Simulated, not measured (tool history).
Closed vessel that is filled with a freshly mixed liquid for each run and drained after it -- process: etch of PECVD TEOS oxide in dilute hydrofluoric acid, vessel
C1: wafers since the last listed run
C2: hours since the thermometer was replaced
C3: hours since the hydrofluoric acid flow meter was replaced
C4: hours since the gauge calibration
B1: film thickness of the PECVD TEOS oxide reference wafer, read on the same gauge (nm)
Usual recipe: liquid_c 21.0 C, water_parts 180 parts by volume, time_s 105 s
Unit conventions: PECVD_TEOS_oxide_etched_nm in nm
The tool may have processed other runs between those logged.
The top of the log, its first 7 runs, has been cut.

Run 8, day 6.558: usual settings; C1 1789; C2 1362.0; C3 2306.9; C4 243.0; B1 70.04. Result: PECVD_TEOS_oxide_etched_nm 11.67 nm.
Run 9, day 7.338: usual settings; C1 1578; C2 1380.7; C3 2325.6; C4 261.7; B1 69.98. Result: PECVD_TEOS_oxide_etched_nm 11.65 nm.
Run 10, day 11.696: usual settings but time_s 155 s; C1 8828; C2 1485.3; C3 2430.2; C4 366.3; B1 70.05. Result: PECVD_TEOS_oxide_etched_nm 16.94 nm.
Run 11, day 12.525: usual settings; C1 1679; C2 1505.2; C3 2450.1; C4 386.2; B1 70.00. Result: PECVD_TEOS_oxide_etched_nm 11.45 nm.
Run 12, day 13.700: usual settings; C1 2380; C2 1533.4; C3 2478.3; C4 414.4; B1 70.02. Result: PECVD_TEOS_oxide_etched_nm 11.45 nm.
Run 13, day 15.154: usual settings; C1 2945; C2 1568.3; C3 2513.2; C4 449.3; B1 70.00. Result: PECVD_TEOS_oxide_etched_nm 11.39 nm.
At day 16.204: hydrofluoric acid flow meter replaced.
Run 14, day 16.308: usual settings; C1 2253; C2 1596.0; C3 2.5; C4 477.0; B1 69.97. Result: PECVD_TEOS_oxide_etched_nm 13.05 nm.
Run 15, day 17.412: usual settings; C1 2236; C2 1622.5; C3 29.0; C4 503.5; B1 69.98. Result: PECVD_TEOS_oxide_etched_nm 12.86 nm.
Run 16, day 18.038: usual settings but time_s 165 s; C1 1266; C2 1637.5; C3 44.0; C4 518.5; B1 69.98. Result: PECVD_TEOS_oxide_etched_nm 20.29 nm.
At day 18.254: gauge calibrated.
Run 17, day 18.942: usual settings but time_s 155 s; C1 1831; C2 1659.2; C3 65.7; C4 16.5; B1 69.97. Result: PECVD_TEOS_oxide_etched_nm 19.19 nm.
Run 18, day 19.838: usual settings but water_parts 235 parts by volume; C1 1814; C2 1680.7; C3 87.2; C4 38.0; B1 70.02. Result: PECVD_TEOS_oxide_etched_nm 9.45 nm.
Run 19, day 20.988: usual settings but liquid_c 18.5 C, water_parts 225 parts by volume; C1 2329; C2 1708.3; C3 114.8; C4 65.6; B1 70.01. Result: PECVD_TEOS_oxide_etched_nm 8.93 nm.
At day 21.283: thermometer replaced.
Run 20, day 22.296: usual settings but liquid_c 25.0 C; C1 2565; C2 24.3; C3 146.2; C4 97.0; B1 69.98. Result: PECVD_TEOS_oxide_etched_nm 15.07 nm.
Run 21, day 23.633: usual settings but water_parts 95 parts by volume, time_s 150 s; C1 2709; C2 56.4; C3 178.3; C4 129.1; B1 69.99. Result: PECVD_TEOS_oxide_etched_nm 38.63 nm.
Run 22, day 24.783: usual settings but liquid_c 23.0 C; C1 2329; C2 84.0; C3 205.9; C4 156.7; B1 69.99. Result: PECVD_TEOS_oxide_etched_nm 13.75 nm.
Run 23, day 25.783: usual settings but liquid_c 17.5 C, water_parts 130 parts by volume, time_s 55 s; C1 2025; C2 108.0; C3 229.9; C4 180.7; B1 70.02. Result: PECVD_TEOS_oxide_etched_nm 8.51 nm.
Run 24, day 27.088: usual settings but water_parts 155 parts by volume, time_s 150 s; C1 2641; C2 139.3; C3 261.2; C4 212.0; B1 70.05. Result: PECVD_TEOS_oxide_etched_nm 21.82 nm.
Run 25, day 28.300: usual settings but liquid_c 25.0 C; C1 2456; C2 168.4; C3 290.3; C4 241.1; B1 70.02. Result: PECVD_TEOS_oxide_etched_nm 14.93 nm.
Run 26, day 29.662: usual settings; C1 2760; C2 201.1; C3 323.0; C4 273.8; B1 69.98. Result: PECVD_TEOS_oxide_etched_nm 12.77 nm.

What does the tool deliver on the next run?
Run 27, day 30.538: usual settings but liquid_c 18.5 C, water_parts 225 parts by volume; C1 1772; C2 222.1; C3 344.0; C4 294.8; B1 ?. Result: PECVD_TEOS_oxide_etched_nm ?.

{"run 27": {"B1": 70.05, "PECVD_TEOS_oxide_etched_nm": 8.86}}
With the hidden condition absent and the run-to-run variation left alone, this run would have shown PECVD_TEOS_oxide_etched_nm 9.28 nm.
